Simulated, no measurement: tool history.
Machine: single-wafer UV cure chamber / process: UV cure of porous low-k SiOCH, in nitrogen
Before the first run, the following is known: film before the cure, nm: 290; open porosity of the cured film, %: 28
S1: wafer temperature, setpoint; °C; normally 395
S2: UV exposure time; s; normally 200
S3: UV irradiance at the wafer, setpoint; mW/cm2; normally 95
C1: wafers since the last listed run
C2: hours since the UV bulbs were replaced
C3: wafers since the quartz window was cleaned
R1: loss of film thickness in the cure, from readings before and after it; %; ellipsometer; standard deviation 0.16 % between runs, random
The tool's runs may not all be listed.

{"run": 1, "hour": 0.0, "S1": 395, "S2": 200, "S3": 95, "C1": 0, "C2": 888.8, "C3": 1733, "R1": 11.566}
{"run": 2, "hour": 27.3, "S1": 395, "S2": 200, "S3": 95, "C1": 315, "C2": 916.1, "C3": 2049, "R1": 11.636}
{"run": 3, "hour": 83.3, "S1": 388, "S2": 255, "S3": 95, "C1": 647, "C2": 972.1, "C3": 2696, "R1": 12.686}
{"run": 4, "hour": 140.6, "S1": 409, "S2": 200, "S3": 95, "C1": 662, "C2": 1029.4, "C3": 3359, "R1": 11.911}
{"hour": 178.1, "done": "quartz window cleaned"}
{"run": 5, "hour": 332.9, "S1": 409, "S2": 200, "S3": 95, "C1": 2130, "C2": 1221.7, "C3": 1789, "R1": 11.764}
{"run": 6, "hour": 399.1, "S1": 409, "S2": 200, "S3": 95, "C1": 765, "C2": 1287.9, "C3": 2554, "R1": 11.632}
{"run": 7, "hour": 441.3, "S1": 395, "S2": 200, "S3": 95, "C1": 487, "C2": 1330.1, "C3": 3042, "R1": 11.36}
{"run": 8, "hour": 468.8, "S1": 395, "S2": 200, "S3": 95, "C1": 317, "C2": 1357.6, "C3": 3360, "R1": 11.55}
{"hour": 509.1, "done": "quartz window cleaned"}
{"run": 9, "hour": 531.0, "S1": 395, "S2": 200, "S3": 95, "C1": 626, "C2": 1419.8, "C3": 253, "R1": 11.306}
{"run": 10, "hour": 564.8, "S1": 395, "S2": 200, "S3": 95, "C1": 390, "C2": 1453.6, "C3": 644, "R1": 11.404}
{"run": 11, "hour": 600.7, "S1": 395, "S2": 235, "S3": 95, "C1": 415, "C2": 1489.5, "C3": 1059, "R1": 11.925}
{"run": 12, "hour": 659.4, "S1": 395, "S2": 245, "S3": 95, "C1": 678, "C2": 1548.2, "C3": 1737, "R1": 11.875}
{"run": 13, "hour": 697.4, "S1": 395, "S2": 245, "S3": 95, "C1": 439, "C2": 1586.2, "C3": 2177, "R1": 12.085}
{"run": 14, "hour": 731.6, "S1": 395, "S2": 270, "S3": 95, "C1": 395, "C2": 1620.4, "C3": 2572, "R1": 12.571}
{"run": 15, "hour": 784.0, "S1": 395, "S2": 270, "S3": 95, "C1": 605, "C2": 1672.8, "C3": 3178, "R1": 12.269}
{"hour": 818.8, "done": "quartz window cleaned"}
{"run": 16, "hour": 819.3, "S1": 395, "S2": 285, "S3": 95, "C1": 315, "C2": 1708.1, "C3": 6, "R1": 12.482}
{"run": 17, "hour": 868.1, "S1": 388, "S2": 200, "S3": 95, "C1": 564, "C2": 1756.9, "C3": 570, "R1": 10.664}
{"run": 18, "hour": 932.8, "S1": 386, "S2": 135, "S3": 131, "C1": 747, "C2": 1821.6, "C3": 1318, "R1": 10.212}
{"run": 19, "hour": 967.7, "S1": 406, "S2": 200, "S3": 95, "C1": 403, "C2": 1856.5, "C3": 1721, "R1": 11.224}
{"run": 20, "hour": 1004.8, "S1": 395, "S2": 200, "S3": 95, "C1": 428, "C2": 1893.6, "C3": 2150, "R1": 10.536}
{"run": 21, "hour": 1047.5, "S1": 413, "S2": 265, "S3": 111, "C1": 493, "C2": 1936.3, "C3": 2644, "R1": 12.617}
{"run": 22, "hour": 1100.7, "S1": 407, "S2": 230, "S3": 65, "C1": 615, "C2": 1989.5, "C3": 3259, "R1": 9.668}
{"hour": 1118.6, "done": "quartz window cleaned"}
{"hour": 1153.3, "done": "UV bulbs replaced"}
{"run": 23, "hour": 1153.8, "S1": 395, "S2": 200, "S3": 95, "C1": 428, "C2": 0.5, "C3": 314, "R1": 12.16}
{"run": 24, "hour": 1209.5, "S1": 413, "S2": 200, "S3": 107, "C1": 643, "C2": 56.2, "C3": 958, "R1": 12.927}
{"run": 25, "hour": 1233.5, "S1": 395, "S2": 305, "S3": 72, "C1": 277, "C2": 80.2, "C3": 1235, "R1": 12.772}
{"run": 26, "hour": 1259.6, "S1": 378, "S2": 200, "S3": 83, "C1": 301, "C2": 106.3, "C3": 1537, "R1": 10.941}
{"run": 27, "hour": 1296.3, "S1": 411, "S2": 250, "S3": 69, "C1": 424, "C2": 143.0, "C3": 1961, "R1": 11.83}
{"run": 28, "hour": 1341.4, "S1": 387, "S2": 200, "S3": 106, "C1": 521, "C2": 188.1, "C3": 2482, "R1": 12.712}
{"run": 29, "hour": 1400.5, "S1": 395, "S2": 200, "S3": 130, "C1": 683, "C2": 247.2, "C3": 3166, "R1": 13.268}
{"hour": 1439.8, "done": "quartz window cleaned"}
{"run": 30, "hour": 1440.3, "S1": 395, "S2": 200, "S3": 95, "C1": 367, "C2": 287.0, "C3": 5, "R1": 11.972}
{"run": 31, "hour": 1488.7, "S1": 395, "S2": 200, "S3": 130, "C1": 559, "C2": 335.4, "C3": 564, "R1": 13.686}
{"run": 32, "hour": 1518.2, "S1": 407, "S2": 285, "S3": 95, "C1": 341, "C2": 364.9, "C3": 905, "R1": 13.745}

Below are 4 alternative next runs, each starting from the tool's condition after run 32. Predict each:
{"run": "A", "hour": 1518.6, "S1": 395, "S2": 200, "S3": 95, "C1": 4, "C2": 365.3, "C3": 910, "R1": "?"}
{"run": "B", "hour": 1518.6, "S1": 395, "S2": 90, "S3": 108, "C1": 4, "C2": 365.3, "C3": 910, "R1": "?"}
{"run": "C", "hour": 1518.6, "S1": 395, "S2": 200, "S3": 69, "C1": 4, "C2": 365.3, "C3": 910, "R1": "?"}
{"run": "D", "hour": 1518.6, "S1": 409, "S2": 240, "S3": 79, "C1": 4, "C2": 365.3, "C3": 910, "R1": "?"}

run=A R1=11.721
run=B R1=8.713
run=C R1=10.266
run=D R1=11.959
The same runs, with their run-to-run variation unchanged, on a tool lacking any hidden condition would have given:
run=A R1=11.858
run=B R1=8.843
run=C R1=10.399
run=D R1=12.096
